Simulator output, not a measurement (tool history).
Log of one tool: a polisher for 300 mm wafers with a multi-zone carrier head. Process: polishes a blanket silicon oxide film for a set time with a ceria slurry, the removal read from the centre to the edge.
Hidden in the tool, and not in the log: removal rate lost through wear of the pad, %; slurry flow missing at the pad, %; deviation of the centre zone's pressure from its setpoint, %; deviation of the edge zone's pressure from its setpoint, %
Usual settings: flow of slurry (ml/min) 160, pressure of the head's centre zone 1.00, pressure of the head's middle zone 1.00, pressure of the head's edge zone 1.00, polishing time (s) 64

run	hour	flow of slurry (ml/min)	pressure of the head's centre zone	pressure of the head's middle zone	pressure of the head's edge zone	polishing time (s)	wafers since the last listed run	wafers polished on this pad	hours since the slurry nozzle was cleaned	hours since the centre zone pressure was calibrated	hours since the edge zone pressure was calibrated	hours since the carrier head's membrane was replaced	incoming thickness of the incoming film, nm	film removed at the wafer's centre (angstrom)	film removed at mid-radius (angstrom)	film removed at the wafer's edge (angstrom)
1	0.0	160	1.00	1.00	1.00	64	0	48	54.1	24.1	6.4	56.4	1839.4	2621	2750	2717
2	7.4	160	1.00	1.00	1.00	64	50	98	61.5	31.5	13.8	63.8	1885.9	2627	2749	2752
3	25.3	160	1.00	1.00	1.00	64	121	220	79.4	49.4	31.7	81.7	1863.3	2669	2725	2716
4	37.0	130	1.00	1.00	1.06	64	79	300	91.1	61.1	43.4	93.4	1847.7	2526	2614	2728
5	45.7	160	0.96	1.05	1.08	79	59	359	99.8	69.8	52.1	102.1	1855.6	3156	3524	3492
6	54.4	160	1.00	0.93	1.00	64	59	418	108.5	78.5	60.8	110.8	1889.5	2654	2561	2741
7	66.5	160	1.08	1.00	1.00	83	82	501	120.6	90.6	72.9	122.9	1884.0	3695	3605	3523
8	78.3	110	1.00	1.00	1.00	58	80	581	132.4	102.4	84.7	134.7	1887.8	2221	2299	2364
9	90.8	160	1.00	1.00	1.00	64	85	666	144.9	114.9	97.2	147.2	1864.1	2660	2753	2734
# hour 106.9: worn pad replaced by a new one
10	107.4	160	1.00	1.00	1.00	45	85	3	161.5	131.5	113.8	163.8	1861.8	1862	1916	1911
11	112.9	160	1.00	1.00	1.00	47	37	40	167.0	137.0	119.3	169.3	1835.6	1927	1963	2012
12	124.7	160	1.00	1.10	1.00	64	80	120	178.8	148.8	131.1	181.1	1843.3	2642	2937	2716
13	142.4	160	1.00	1.00	1.00	64	120	241	196.5	166.5	148.8	198.8	1854.5	2636	2765	2721
14	149.4	160	1.00	1.12	1.08	64	47	289	203.5	173.5	155.8	205.8	1827.9	2638	2983	2871
15	164.0	185	1.00	1.11	1.12	64	99	388	218.1	188.1	170.4	220.4	1895.3	2731	3068	2917
16	179.4	185	1.00	1.00	0.93	64	104	493	233.5	203.5	185.8	235.8	1899.2	2684	2813	2702
17	190.7	160	1.00	1.00	1.00	64	76	570	244.8	214.8	197.1	247.1	1831.7	2666	2802	2753
18	197.6	160	1.00	1.00	1.09	64	46	617	251.7	221.7	204.0	254.0	1851.2	2606	2719	2880
19	210.8	160	1.00	1.00	1.06	83	89	707	264.9	234.9	217.2	267.2	1862.8	3443	3483	3681
20	219.9	160	1.00	1.10	1.00	64	61	769	274.0	244.0	226.3	276.3	1873.9	2668	2972	2738
21	236.3	160	1.03	1.00	1.00	64	111	881	290.4	260.4	242.7	292.7	1866.1	2701	2732	2689
# hour 243.3: worn pad replaced by a new one
22	249.3	160	1.10	1.04	1.00	64	61	40	303.4	273.4	255.7	305.7	1872.6	2933	2850	2706

Hidden state at the last listed run before each entry between runs and at the first one after, where it differs:
Between runs 9 and 10: worn pad replaced by a new one (hour 106.9)
  no hidden state differs between the two runs
Between runs 21 and 22: worn pad replaced by a new one (hour 243.3)
  no hidden state differs between the two runs

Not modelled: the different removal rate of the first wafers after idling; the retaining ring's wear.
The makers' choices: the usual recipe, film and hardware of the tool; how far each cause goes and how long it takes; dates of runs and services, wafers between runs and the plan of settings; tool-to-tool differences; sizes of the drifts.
